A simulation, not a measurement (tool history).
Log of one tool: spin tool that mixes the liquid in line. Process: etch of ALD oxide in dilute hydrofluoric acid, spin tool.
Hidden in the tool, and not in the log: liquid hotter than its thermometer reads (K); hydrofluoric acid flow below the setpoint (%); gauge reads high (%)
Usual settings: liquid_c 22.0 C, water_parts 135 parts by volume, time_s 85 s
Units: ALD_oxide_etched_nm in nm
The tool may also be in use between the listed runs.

run,day,liquid_c,water_parts,time_s,wafers since the last listed run,hours since the thermometer was replaced,hours since the hydrofluoric acid flow meter was replaced,hours since the gauge calibration,"read-back film thickness of the ALD oxide reference wafer, read on the same gauge (nm)",ALD_oxide_etched_nm
1,0.000,22.0,135,85,0,2943.4,1346.0,872.8,29.98,8.27
2,2.262,22.0,135,85,827,2997.7,1400.3,927.1,29.97,8.27
3,4.462,22.0,135,85,804,3050.5,1453.1,979.9,30.01,8.24
# day 6.562: gauge calibrated
4,6.562,22.0,100,85,768,3100.9,1503.5,0.0,29.99,11.63
5,7.667,22.0,135,65,403,3127.4,1530.0,26.5,30.03,6.31
6,10.342,22.0,135,65,978,3191.6,1594.2,90.7,30.04,6.32
7,11.496,22.0,135,85,422,3219.3,1621.9,118.4,30.03,8.28
# day 12.612: thermometer replaced
8,12.879,22.0,135,85,490,6.4,1655.1,151.6,30.04,7.92
# day 13.017: hydrofluoric acid flow meter replaced
9,14.746,22.0,135,85,667,51.2,41.5,196.4,30.03,8.06
10,16.921,22.0,135,85,795,103.4,93.7,248.6,29.99,8.07
11,19.338,22.0,135,85,883,161.4,151.7,306.6,30.00,8.10
12,21.088,22.0,160,85,640,203.4,193.7,348.6,30.01,6.65
13,23.617,22.0,160,85,925,264.1,254.4,409.3,30.00,6.63
14,25.817,22.0,160,85,804,316.9,307.2,462.1,29.99,6.63
15,27.258,22.0,185,85,527,351.5,341.8,496.7,29.98,5.61
16,30.050,23.5,135,85,1021,418.5,408.8,563.7,29.97,8.57
17,32.108,22.0,135,85,752,467.9,458.2,613.1,30.01,8.12
18,33.221,22.0,135,85,406,494.6,484.9,639.8,30.01,8.13
19,35.667,23.5,165,110,894,553.3,543.6,698.5,30.00,8.74
20,37.946,19.0,95,110,833,608.0,598.3,753.2,30.02,13.82
21,39.129,22.0,190,85,432,636.4,626.7,781.6,30.01,5.39
22,41.154,22.0,200,70,740,685.0,675.3,830.2,30.00,4.17
23,42.629,22.0,185,85,539,720.4,710.7,865.6,30.01,5.56
24,43.696,22.0,135,85,390,746.0,736.3,891.2,29.99,8.07
25,45.292,22.0,135,85,583,784.3,774.6,929.5,29.99,8.08
# day 46.012: gauge calibrated
26,47.567,19.0,90,85,832,838.9,829.2,37.3,30.00,11.27
27,48.992,19.5,165,65,521,873.1,863.4,71.5,29.96,4.44
28,50.179,17.0,195,120,434,901.6,891.9,100.0,29.96,6.08
29,53.042,26.0,115,60,1047,970.3,960.6,168.7,30.01,8.00
30,54.304,22.0,135,120,461,1000.6,990.9,199.0,30.01,11.45
31,55.771,20.0,195,70,536,1035.8,1026.1,234.2,29.99,3.98
32,56.929,22.0,75,85,423,1063.6,1053.9,262.0,29.99,15.49
33,59.212,23.5,200,100,835,1118.4,1108.7,316.8,30.00,6.34
34,61.317,22.0,170,85,769,1168.9,1159.2,367.3,29.98,6.16
35,64.154,22.0,190,100,1037,1237.0,1227.3,435.4,30.01,6.36

Forecast each of these 3 alternatives for the next run:
A,64.171,22.0,135,85,6,1237.4,1227.7,435.8,?,?
B,64.171,26.0,135,85,6,1237.4,1227.7,435.8,?,?
C,64.171,19.5,135,85,6,1237.4,1227.7,435.8,?,?

run,"read-back film thickness of the ALD oxide reference wafer, read on the same gauge (nm)",ALD_oxide_etched_nm
A,29.99,8.08
B,29.99,9.42
C,29.99,7.31
Without the tool's hidden state the same runs would have given:
run,ALD_oxide_etched_nm
A,8.08
B,9.43
C,7.32
